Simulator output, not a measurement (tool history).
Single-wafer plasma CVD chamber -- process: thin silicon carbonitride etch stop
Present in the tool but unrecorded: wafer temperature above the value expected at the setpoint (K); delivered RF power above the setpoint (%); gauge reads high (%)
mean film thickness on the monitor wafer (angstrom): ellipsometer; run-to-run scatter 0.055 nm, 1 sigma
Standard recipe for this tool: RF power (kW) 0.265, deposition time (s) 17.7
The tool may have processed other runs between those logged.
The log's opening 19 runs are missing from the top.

run     day  RF power (kW)  deposition time (s)  wafers since the last listed run  hours since the last thermocouple change  hours since the last RF generator calibration  hours since the showerhead was replaced  hours since the gauge calibration  read-back reference wafer on the same gauge, thickness_nm  mean film thickness on the monitor wafer (angstrom)
 20  18.775          0.285                 15.2                               949                                     184.0                                          245.1                                   5420.1                              180.8                                                     13.187                                               104.25
 21  19.508          0.265                 17.7                               640                                     201.6                                          262.7                                   5437.7                              198.4                                                     13.198                                               119.41
     20.308  -- showerhead replaced
 22  20.329          0.265                 16.6                               425                                     221.3                                          282.4                                      0.5                              218.1                                                     13.178                                               110.06
 23  21.179          0.230                 14.7                               741                                     241.7                                          302.8                                     20.9                              238.5                                                     13.205                                                93.69
 24  21.792          0.305                 21.2                               534                                     256.4                                          317.5                                     35.6                              253.2                                                     13.205                                               149.38
 25  23.183          0.230                 20.4                              1214                                     289.8                                          350.9                                     69.0                              286.6                                                     13.203                                               130.50
 26  23.783          0.265                 17.7                               523                                     304.2                                          365.3                                     83.4                              301.0                                                     13.204                                               117.45
 27  24.646          0.265                 17.7                               752                                     324.9                                          386.0                                    104.1                              321.7                                                     13.201                                               117.12
 28  25.383          0.220                 16.6                               643                                     342.6                                          403.7                                    121.8                              339.4                                                     13.200                                               104.20
 29  26.125          0.320                 17.7                               647                                     360.4                                          421.5                                    139.6                              357.2                                                     13.226                                               125.30
 30  27.067          0.245                 19.5                               821                                     383.0                                          444.1                                    162.2                              379.8                                                     13.189                                               127.49

Forecast each of these 4 alternatives for the next run:
  A  27.083          0.300                 17.7                                14                                     383.4                                          444.5                                    162.6                              380.2                                                          ?                                                    ?
  B  27.083          0.280                 20.8                                14                                     383.4                                          444.5                                    162.6                              380.2                                                          ?                                                    ?
  C  27.083          0.305                 17.7                                14                                     383.4                                          444.5                                    162.6                              380.2                                                          ?                                                    ?
  D  27.083          0.235                 17.7                                14                                     383.4                                          444.5                                    162.6                              380.2                                                          ?                                                    ?

run  read-back reference wafer on the same gauge, thickness_nm  mean film thickness on the monitor wafer (angstrom)
  A                                                     13.198                                               124.06
  B                                                     13.198                                               142.55
  C                                                     13.198                                               124.73
  D                                                     13.198                                               114.51
The same runs, with their run-to-run variation unchanged, on a tool lacking any hidden condition would have given:
run  mean film thickness on the monitor wafer (angstrom)
  A                                               124.06
  B                                               142.55
  C                                               124.73
  D                                               114.51
